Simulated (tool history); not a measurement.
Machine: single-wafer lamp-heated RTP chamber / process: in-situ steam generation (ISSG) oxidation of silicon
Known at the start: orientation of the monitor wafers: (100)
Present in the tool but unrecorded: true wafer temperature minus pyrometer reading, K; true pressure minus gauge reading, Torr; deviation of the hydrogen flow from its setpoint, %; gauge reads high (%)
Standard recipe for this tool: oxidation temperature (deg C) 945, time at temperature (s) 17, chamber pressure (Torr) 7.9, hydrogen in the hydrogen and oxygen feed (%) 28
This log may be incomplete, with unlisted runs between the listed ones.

run,day,oxidation temperature (deg C),time at temperature (s),chamber pressure (Torr),hydrogen in the hydrogen and oxygen feed (%),wafers since the last listed run,wafers since the last pyrometer calibration,hours since the pressure gauge was zeroed,hours since the hydrogen flow controller was replaced,hours since the gauge calibration,"read-back reference wafer on the same gauge, thickness",oxide thickness on the monitor wafer (Å)
1,0.000,945,17,7.9,28,0,423,1983.9,2233.4,137.5,3.385,38.78
2,3.958,945,17,7.9,28,703,1127,2078.9,2328.4,232.5,3.388,39.10
3,6.221,945,17,7.9,28,402,1529,2133.2,2382.7,286.8,3.389,39.16
# day 10.350: pyrometer window cleaned and pyrometer calibrated
4,10.475,945,15,7.9,23,697,22,2235.3,2484.8,388.9,3.392,35.04
5,13.775,945,15,7.9,23,586,609,2314.5,2564.0,468.1,3.385,35.05
6,17.583,945,15,7.9,23,677,1286,2405.9,2655.4,559.5,3.389,35.60
7,19.700,945,17,8.3,28,376,1662,2456.7,2706.2,610.3,3.386,39.15
8,22.950,945,17,8.3,28,577,2240,2534.7,2784.2,688.3,3.389,38.83
# day 25.625: pyrometer window cleaned and pyrometer calibrated
# day 26.483: pressure gauge zeroed
9,26.504,945,21,7.9,20,513,97,0.5,2869.5,773.6,3.391,38.57
10,28.212,945,21,7.9,20,303,401,41.5,2910.5,814.6,3.393,38.76
11,32.750,945,17,7.9,28,806,1208,150.4,3019.4,923.5,3.396,39.14
12,36.529,945,14,7.2,22,672,1880,241.1,3110.1,1014.2,3.383,33.87
# day 39.633: pyrometer window cleaned and pyrometer calibrated
13,40.833,945,17,7.9,28,706,213,344.4,3213.4,1117.5,3.389,38.50
14,42.900,945,17,7.4,28,367,580,394.0,3263.0,1167.1,3.385,38.98
# day 45.096: gauge calibrated
15,45.625,951,17,7.9,32,484,1065,459.4,3328.4,12.7,3.389,41.48
16,49.058,945,21,7.9,20,610,1676,541.8,3410.8,95.1,3.388,38.90
# day 50.788: hydrogen flow controller replaced
# day 54.646: pyrometer window cleaned and pyrometer calibrated
17,59.108,945,17,6.9,28,1668,793,783.0,199.7,336.3,3.399,38.75
18,60.929,945,20,9.0,32,323,1116,826.7,243.4,380.0,3.394,42.30
19,65.304,951,10,6.9,28,777,1894,931.7,348.4,485.0,3.391,32.89
20,67.000,945,11,8.5,28,301,2196,972.4,389.1,525.7,3.388,33.33

A few steps of oxide thickness on the monitor wafer (Å) between consecutive runs. Split each: what settings, incoming material and random variation would produce without the hidden state, and what is left over for the hidden state, along with gauge scatter present in only one of the two compared results (measured, and without hidden state):
Run 3 -> 4: time at temperature (s) 17 -> 15, hydrogen in the hydrogen and oxygen feed (%) 28 -> 23, pyrometer window cleaned and pyrometer calibrated. oxide thickness on the monitor wafer (Å) -4.12: hidden state -0.70, all else -3.42.
Run 8 -> 9: time at temperature (s) 17 -> 21, chamber pressure (Torr) 8.3 -> 7.9, hydrogen in the hydrogen and oxygen feed (%) 28 -> 20, pyrometer window cleaned and pyrometer calibrated, pressure gauge zeroed. oxide thickness on the monitor wafer (Å) -0.26: hidden state -0.77, all else +0.51.
Run 11 -> 12: time at temperature (s) 17 -> 14, chamber pressure (Torr) 7.9 -> 7.2, hydrogen in the hydrogen and oxygen feed (%) 28 -> 22. oxide thickness on the monitor wafer (Å) -5.27: hidden state -0.07, all else -5.20.
Run 18 -> 19: oxidation temperature (deg C) 945 -> 951, time at temperature (s) 20 -> 10, chamber pressure (Torr) 9.0 -> 6.9, hydrogen in the hydrogen and oxygen feed (%) 32 -> 28. oxide thickness on the monitor wafer (Å) -9.41: hidden state -0.20, all else -9.21.

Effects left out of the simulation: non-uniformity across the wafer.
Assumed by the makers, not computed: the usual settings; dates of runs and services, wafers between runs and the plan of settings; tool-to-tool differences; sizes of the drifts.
